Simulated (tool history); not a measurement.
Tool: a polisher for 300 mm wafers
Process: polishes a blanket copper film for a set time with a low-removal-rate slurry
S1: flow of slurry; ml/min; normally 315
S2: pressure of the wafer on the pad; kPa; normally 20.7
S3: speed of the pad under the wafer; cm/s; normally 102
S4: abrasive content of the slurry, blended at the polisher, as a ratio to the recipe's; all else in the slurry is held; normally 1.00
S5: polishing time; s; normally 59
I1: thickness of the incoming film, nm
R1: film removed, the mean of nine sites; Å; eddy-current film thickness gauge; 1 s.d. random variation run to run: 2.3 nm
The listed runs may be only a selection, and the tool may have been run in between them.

Run 1, day 0.000: usual settings; I1 1488.5. Result: R1 1449 Å.
At day 1.942: slurry blender recalibrated.
At day 2.446: worn pad replaced by a new one.
Run 2, day 3.200: usual settings; I1 1507.5. Result: R1 1517 Å.
Run 3, day 3.758: usual settings but S1 255 ml/min; I1 1529.2. Result: R1 1499 Å.
Run 4, day 4.333: usual settings but S1 255 ml/min; I1 1499.0. Result: R1 1420 Å.
Run 5, day 5.754: usual settings; I1 1486.1. Result: R1 1405 Å.
Run 6, day 6.783: usual settings; I1 1507.7. Result: R1 1372 Å.
At day 7.292: worn pad replaced by a new one.
Run 7, day 7.842: usual settings; I1 1472.2. Result: R1 1498 Å.
Run 8, day 8.367: usual settings but S5 70 s; I1 1489.4. Result: R1 1752 Å.
At day 8.683: slurry blender recalibrated.
At day 9.112: head pressure recalibrated.
Run 9, day 9.483: usual settings but S5 70 s; I1 1501.0. Result: R1 1741 Å.
Run 10, day 10.738: usual settings but S4 1.20; I1 1479.7. Result: R1 1420 Å.
At day 12.258: worn pad replaced by a new one.
Run 11, day 12.279: usual settings but S2 15.9 kPa; I1 1511.1. Result: R1 1195 Å.
Run 12, day 12.783: usual settings but S1 245 ml/min, S3 76 cm/s, S5 39 s; I1 1482.4. Result: R1 747 Å.
Run 13, day 13.408: usual settings; I1 1504.7. Result: R1 1506 Å.
Run 14, day 14.688: usual settings but S2 23.4 kPa, S3 68 cm/s, S4 0.80; I1 1493.0. Result: R1 1065 Å.
Run 15, day 15.279: usual settings; I1 1511.8. Result: R1 1453 Å.
Run 16, day 16.408: usual settings; I1 1507.9. Result: R1 1416 Å.
At day 17.017: worn pad replaced by a new one.
Run 17, day 17.062: usual settings but S2 16.5 kPa; I1 1497.5. Result: R1 1260 Å.
At day 17.183: slurry blender recalibrated.
At day 18.067: slurry nozzle cleaned.
Run 18, day 18.333: usual settings; I1 1512.6. Result: R1 1502 Å.
Run 19, day 19.446: usual settings but S3 122 cm/s, S5 71 s; I1 1517.2. Result: R1 2072 Å.
At day 21.342: worn pad replaced by a new one.
Run 20, day 23.696: usual settings but S4 0.70; I1 1507.1. Result: R1 1344 Å.

Give the tool's hidden conditions for every run:
slurry flow missing at the pad, %: 0 across all the runs
deviation of the head's pressure from its setpoint, %: 0 across all the runs
abrasive missing from the slurry, %: 0 across all the runs
H1: removal rate lost through wear of the pad, %
run     H1
  1   7.24
  2   2.28
  3   3.69
  4   5.15
  5   8.74
  6   11.3
  7   2.81
  8   4.14
  9   6.96
 10   10.1
 11  0.377
 12   1.65
 13   3.24
 14   6.47
 15   7.97
 16   10.8
 17  0.874
 18   4.09
 19   6.91
 20   6.04
